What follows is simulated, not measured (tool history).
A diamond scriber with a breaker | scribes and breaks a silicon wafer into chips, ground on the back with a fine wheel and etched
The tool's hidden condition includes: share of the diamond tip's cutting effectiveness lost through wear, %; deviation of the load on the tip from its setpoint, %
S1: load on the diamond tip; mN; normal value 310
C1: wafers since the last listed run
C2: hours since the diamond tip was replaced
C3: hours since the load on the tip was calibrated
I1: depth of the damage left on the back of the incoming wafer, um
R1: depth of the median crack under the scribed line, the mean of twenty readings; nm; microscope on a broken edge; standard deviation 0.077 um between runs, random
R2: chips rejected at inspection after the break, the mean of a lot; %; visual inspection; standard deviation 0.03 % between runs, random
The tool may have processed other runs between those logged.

run	hour	S1	C1	C2	C3	I1	R1	R2
1	0	377	0	51.1	1122.8	0.48	17060	8.33
2	27.1	310	60	78.2	1149.9	0.76	15340	1.69
3	61.9	310	77	113	1184.7	0.63	15240	1.54
4	74.7	310	28	125.8	1197.5	0.76	15260	1.52
5	101	310	58	152.1	1223.8	0.5	15240	1.46
6	114.2	310	29	165.3	1237	0.62	15230	1.43
7	130.8	310	36	181.9	1253.6	0.31	15150	1.48
8	161.8	310	68	212.9	1284.6	0.66	15100	1.39
9	192.5	310	68	243.6	1315.3	0.45	15170	1.22
10	221.9	310	65	273	1344.7	0.32	15000	1.2
# hour 228.6: load on the tip recalibrated
11	244.6	262	45	295.7	16	0.76	12560	6.2
12	268.3	370	52	319.4	39.7	0.33	15110	1.41
13	288	252	43	339.1	59.4	0.68	12070	8.57
14	313.1	335	55	364.2	84.5	0.5	14320	0.82
# hour 330.4: diamond tip replaced by a new one
15	343.8	310	63	13.4	115.2	0.32	14150	0.76
16	364.5	389	45	34.1	135.9	0.62	16140	4.3
17	404.4	396	88	74	175.8	0.57	16430	5.48
18	439.7	378	78	109.3	211.1	0.59	15940	3.01

The logged runs with the hidden state left out (each run's random variation unchanged):
run	R1	R2
1	16110	4.16
2	14480	0.77
3	14400	0.7
4	14420	0.7
5	14410	0.68
6	14410	0.68
7	14350	0.71
8	14350	0.7
9	14450	0.65
10	14350	0.69
11	13180	3.18
12	15910	3.5
13	12760	4.42
14	15210	1.3
15	14380	0.7
16	16390	5.26
17	16660	6.55
18	16170	3.72
